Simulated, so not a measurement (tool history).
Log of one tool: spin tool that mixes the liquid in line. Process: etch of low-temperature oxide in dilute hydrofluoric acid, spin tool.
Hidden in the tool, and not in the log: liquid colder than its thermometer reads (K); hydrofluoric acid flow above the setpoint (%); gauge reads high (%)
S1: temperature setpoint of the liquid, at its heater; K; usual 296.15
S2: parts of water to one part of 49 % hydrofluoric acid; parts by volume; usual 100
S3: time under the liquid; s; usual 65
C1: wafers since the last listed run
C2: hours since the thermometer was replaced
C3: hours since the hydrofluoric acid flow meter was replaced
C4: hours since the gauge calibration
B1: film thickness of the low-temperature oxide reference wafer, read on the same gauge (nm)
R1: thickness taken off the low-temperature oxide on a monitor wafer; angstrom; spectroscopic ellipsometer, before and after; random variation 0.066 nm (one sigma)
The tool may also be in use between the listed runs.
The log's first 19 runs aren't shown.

run,day,S1,S2,S3,C1,C2,C3,C4,B1,R1
20,9.908,291.65,100,65,89,123.5,127,352.5,69.97,86.4
21,10.196,296.15,100,65,69,130.4,133.9,359.4,69.97,104.9
22,10.883,296.15,100,65,167,146.9,150.4,375.9,70,104.9
23,11.388,298.65,125,75,122,159,162.5,388,70.01,102
24,11.8,296.15,100,65,100,168.9,172.4,397.9,69.99,103.5
25,12.079,293.65,130,85,67,175.6,179.1,404.6,69.94,90.2
26,12.375,297.65,120,65,71,182.7,186.2,411.7,69.99,89
27,12.708,296.15,145,50,81,190.7,194.2,419.7,70.06,51.8
# day 12.788: gauge calibrated
28,13.392,293.65,145,100,166,207.1,210.6,14.5,70.01,92.8
29,13.95,300.15,80,35,135,220.5,224,27.9,70.04,82.3
30,14.404,298.15,100,65,110,231.4,234.9,38.8,70.05,110.5
31,15.125,291.65,100,30,175,248.7,252.2,56.1,70.02,38.9
32,15.512,296.15,100,65,94,258,261.5,65.4,70.04,102.3
33,16.15,293.15,60,90,155,273.3,276.8,80.7,69.97,216.1
34,16.421,294.65,70,95,65,279.8,283.3,87.2,69.98,206.3

3 ways to go on from here, each from the tool as it stands after run 34. What would each give?
A,16.438,296.15,100,65,4,280.2,283.7,87.6,?,?
B,16.438,292.15,100,65,4,280.2,283.7,87.6,?,?
C,16.438,299.65,100,65,4,280.2,283.7,87.6,?,?

run,B1,R1
A,69.98,100.2
B,69.98,85
C,69.98,115.2
Without the tool's hidden state the same runs would have given:
run,R1
A,106.5
B,90.5
C,122.2
